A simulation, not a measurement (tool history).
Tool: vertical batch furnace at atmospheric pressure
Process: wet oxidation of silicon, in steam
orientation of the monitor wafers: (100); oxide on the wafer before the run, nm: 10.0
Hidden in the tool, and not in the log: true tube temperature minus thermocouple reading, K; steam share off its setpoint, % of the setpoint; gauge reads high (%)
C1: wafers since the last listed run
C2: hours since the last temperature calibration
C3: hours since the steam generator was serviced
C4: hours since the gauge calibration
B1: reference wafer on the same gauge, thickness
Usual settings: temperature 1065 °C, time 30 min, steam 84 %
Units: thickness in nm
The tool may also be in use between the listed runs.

{"run": 1, "hour": 0.0, "temperature": 1065, "time": 30, "steam": 80, "C1": 0, "C2": 1918.9, "C3": 1479.3, "C4": 179.2, "B1": 458.53, "thickness": 376.11}
{"run": 2, "hour": 7.3, "temperature": 1065, "time": 30, "steam": 80, "C1": 73, "C2": 1926.2, "C3": 1486.6, "C4": 186.5, "B1": 459.53, "thickness": 375.96}
{"run": 3, "hour": 27.6, "temperature": 1065, "time": 30, "steam": 80, "C1": 203, "C2": 1946.5, "C3": 1506.9, "C4": 206.8, "B1": 458.8, "thickness": 379.08}
{"run": 4, "hour": 46.9, "temperature": 1065, "time": 30, "steam": 84, "C1": 193, "C2": 1965.8, "C3": 1526.2, "C4": 226.1, "B1": 459.39, "thickness": 384.56}
{"run": 5, "hour": 56.1, "temperature": 1065, "time": 30, "steam": 84, "C1": 92, "C2": 1975, "C3": 1535.4, "C4": 235.3, "B1": 458.46, "thickness": 389.15}
{"run": 6, "hour": 74.4, "temperature": 1065, "time": 30, "steam": 84, "C1": 183, "C2": 1993.3, "C3": 1553.7, "C4": 253.6, "B1": 458.16, "thickness": 389.01}
{"run": 7, "hour": 82.6, "temperature": 1065, "time": 30, "steam": 84, "C1": 82, "C2": 2001.5, "C3": 1561.9, "C4": 261.8, "B1": 459.11, "thickness": 390.64}
{"run": 8, "hour": 96.8, "temperature": 1065, "time": 30, "steam": 84, "C1": 142, "C2": 2015.7, "C3": 1576.1, "C4": 276, "B1": 458.29, "thickness": 392.05}
{"run": 9, "hour": 117.6, "temperature": 1065, "time": 30, "steam": 84, "C1": 208, "C2": 2036.5, "C3": 1596.9, "C4": 296.8, "B1": 458.64, "thickness": 389.65}
{"run": 10, "hour": 138.9, "temperature": 1065, "time": 23, "steam": 84, "C1": 213, "C2": 2057.8, "C3": 1618.2, "C4": 318.1, "B1": 458.37, "thickness": 328.46}
{"run": 11, "hour": 188.3, "temperature": 1065, "time": 23, "steam": 84, "C1": 495, "C2": 2107.2, "C3": 1667.6, "C4": 367.5, "B1": 458.8, "thickness": 328.32}
{"run": 12, "hour": 205.1, "temperature": 1065, "time": 23, "steam": 84, "C1": 168, "C2": 2124, "C3": 1684.4, "C4": 384.3, "B1": 459.95, "thickness": 325.94}
{"run": 13, "hour": 222.2, "temperature": 1065, "time": 30, "steam": 84, "C1": 171, "C2": 2141.1, "C3": 1701.5, "C4": 401.4, "B1": 459.84, "thickness": 392.36}
{"hour": 256.3, "done": "steam generator serviced"}
{"run": 14, "hour": 256.8, "temperature": 1065, "time": 30, "steam": 84, "C1": 106, "C2": 2175.7, "C3": 0.5, "C4": 436, "B1": 460.05, "thickness": 389.51}
{"run": 15, "hour": 263.3, "temperature": 1065, "time": 30, "steam": 84, "C1": 65, "C2": 2182.2, "C3": 7, "C4": 442.5, "B1": 460.01, "thickness": 385.88}
{"run": 16, "hour": 272.4, "temperature": 1065, "time": 24, "steam": 84, "C1": 91, "C2": 2191.3, "C3": 16.1, "C4": 451.6, "B1": 459.78, "thickness": 339.21}
{"run": 17, "hour": 286.4, "temperature": 1065, "time": 24, "steam": 84, "C1": 140, "C2": 2205.3, "C3": 30.1, "C4": 465.6, "B1": 459.58, "thickness": 339.51}
{"run": 18, "hour": 319.1, "temperature": 1074, "time": 30, "steam": 84, "C1": 328, "C2": 2238, "C3": 62.8, "C4": 498.3, "B1": 458.51, "thickness": 409.35}
{"run": 19, "hour": 336.7, "temperature": 1085, "time": 35.5, "steam": 73, "C1": 176, "C2": 2255.6, "C3": 80.4, "C4": 515.9, "B1": 459.56, "thickness": 442.66}
{"run": 20, "hour": 357.0, "temperature": 1065, "time": 24, "steam": 91, "C1": 203, "C2": 2275.9, "C3": 100.7, "C4": 536.2, "B1": 460.03, "thickness": 356.23}
{"run": 21, "hour": 421.1, "temperature": 1065, "time": 30, "steam": 80, "C1": 643, "C2": 2340, "C3": 164.8, "C4": 600.3, "B1": 458.65, "thickness": 379.85}
{"hour": 433.5, "done": "gauge calibrated"}
{"hour": 460.9, "done": "thermocouples replaced and temperature profile calibrated"}
{"run": 22, "hour": 461.4, "temperature": 1072, "time": 30, "steam": 79, "C1": 163, "C2": 0.5, "C3": 205.1, "C4": 27.9, "B1": 458.79, "thickness": 389.85}
{"run": 23, "hour": 466.5, "temperature": 1087, "time": 23, "steam": 77, "C1": 51, "C2": 5.6, "C3": 210.2, "C4": 33, "B1": 459.07, "thickness": 349.76}
{"run": 24, "hour": 471.6, "temperature": 1058, "time": 37, "steam": 88, "C1": 51, "C2": 10.7, "C3": 215.3, "C4": 38.1, "B1": 458.82, "thickness": 436.74}
{"run": 25, "hour": 476.8, "temperature": 1055, "time": 30, "steam": 81, "C1": 52, "C2": 15.9, "C3": 220.5, "C4": 43.3, "B1": 458.54, "thickness": 359.08}
{"run": 26, "hour": 486.5, "temperature": 1065, "time": 30, "steam": 80, "C1": 97, "C2": 25.6, "C3": 230.2, "C4": 53, "B1": 458.86, "thickness": 379.18}
{"run": 27, "hour": 499.9, "temperature": 1065, "time": 36.5, "steam": 74, "C1": 134, "C2": 39, "C3": 243.6, "C4": 66.4, "B1": 458.38, "thickness": 406.2}
{"run": 28, "hour": 555.9, "temperature": 1065, "time": 30, "steam": 84, "C1": 562, "C2": 95, "C3": 299.6, "C4": 122.4, "B1": 459.53, "thickness": 391.99}
{"run": 29, "hour": 573.1, "temperature": 1074, "time": 24, "steam": 73, "C1": 172, "C2": 112.2, "C3": 316.8, "C4": 139.6, "B1": 458.18, "thickness": 329.24}
{"run": 30, "hour": 582.0, "temperature": 1084, "time": 41, "steam": 89, "C1": 89, "C2": 121.1, "C3": 325.7, "C4": 148.5, "B1": 459.73, "thickness": 538.79}
{"run": 31, "hour": 599.5, "temperature": 1065, "time": 30, "steam": 84, "C1": 175, "C2": 138.6, "C3": 343.2, "C4": 166, "B1": 459.97, "thickness": 385.95}
{"run": 32, "hour": 613.6, "temperature": 1077, "time": 23.5, "steam": 84, "C1": 141, "C2": 152.7, "C3": 357.3, "C4": 180.1, "B1": 458.49, "thickness": 358.52}
{"run": 33, "hour": 624.1, "temperature": 1065, "time": 30, "steam": 84, "C1": 105, "C2": 163.2, "C3": 367.8, "C4": 190.6, "B1": 459.55, "thickness": 391.27}
{"run": 34, "hour": 632.2, "temperature": 1065, "time": 30, "steam": 84, "C1": 81, "C2": 171.3, "C3": 375.9, "C4": 198.7, "B1": 459.41, "thickness": 389.53}

The tool's hidden state at each run:
true tube temperature minus thermocouple reading, K: 0 in every run
steam share off its setpoint, % of the setpoint: 0 in every run
gauge reads high (%): 0 in every run
